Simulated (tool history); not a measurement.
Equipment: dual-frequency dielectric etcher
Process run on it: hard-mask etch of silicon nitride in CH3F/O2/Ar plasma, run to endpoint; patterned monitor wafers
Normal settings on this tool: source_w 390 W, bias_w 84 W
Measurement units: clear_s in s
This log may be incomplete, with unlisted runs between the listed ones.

run    hour  source_w  bias_w  incoming incoming film thickness, nm  clear_s
  1       0       350      72                                 41.62     67.7
  2    52.2       390      84                                 40.79       60
  3   106.6       390      84                                  41.5     61.2
  4   135.4       390      84                                 41.29     61.1
  5   205.9       440      94                                  42.2     56.6
  6   253.5       440      94                                 41.52       56
  7   289.7       390      84                                 41.32       61
  8   322.6       340      84                                 41.51     65.9
  9   392.7       310      84                                 41.33     69.1
      439.6  -- wet clean of the chamber
 10   459.9       310      84                                 41.66     69.6
      495.5  -- bias power generator calibrated
 11   503.1       390      68                                 41.26     65.3
      566.7  -- upper electrode replaced, of another model than before
 12   567.2       300      75                                 41.26     69.8
 13   568.1       330      76                                 41.44     68.3
 14   594.3       430      84                                 40.96     59.7
 15   661.7       390      84                                 41.16     61.3
 16   706.3       420      68                                 41.49     67.3
 17   745.2       310     103                                 41.47     59.6
 18   808.5       340      70                                 41.11     70.1
 19   859.8       390      84                                 41.52     61.8
 20   929.9       390      84                                 41.56       62
      949.8  -- source power generator calibrated
 21   966.3       460      69                                 41.44     65.7
        994  -- wet clean of the chamber
 22  1138.4       340     100                                  41.5     59.2
 23  1190.7       320      73                                 41.64     70.5
 24  1357.4       490      84                                 41.41     57.9
 25    1436       350      84                                  41.3     62.7
     1488.6  -- wet clean of the chamber
 26  1489.1       390     100                                 41.62     56.4
 27  1544.5       390      96                                 41.29     57.6
 28  1610.8       430     103                                 41.83     54.8
 29  1655.2       350     100                                 41.52       58
 30  1722.9       390      77                                 41.24     63.8
 31  1785.7       300      76                                  41.4       69
 32    1832       390      84                                 41.14     61.1
 33  1899.8       360      77                                 41.69     66.1
     1952.3  -- wet clean of the chamber
 34    1955       390      84                                 41.01     60.9

Branching from run 34: 5 alternative next runs. What would each branch give?
  A  1955.4       480      84                                 41.16        ?
  B  1955.4       300      93                                 41.16        ?
  C  1955.4       360      65                                 41.16        ?
  D  1955.4       320      84                                 41.16        ?
  E  1955.4       330     100                                 41.16        ?

run  clear_s
  A     57.1
  B     61.5
  C     70.5
  D     63.7
  E       58
What these runs would have given with no unlogged condition in the tool:
run  clear_s
  A     57.8
  B     62.3
  C     71.2
  D     64.5
  E     58.7

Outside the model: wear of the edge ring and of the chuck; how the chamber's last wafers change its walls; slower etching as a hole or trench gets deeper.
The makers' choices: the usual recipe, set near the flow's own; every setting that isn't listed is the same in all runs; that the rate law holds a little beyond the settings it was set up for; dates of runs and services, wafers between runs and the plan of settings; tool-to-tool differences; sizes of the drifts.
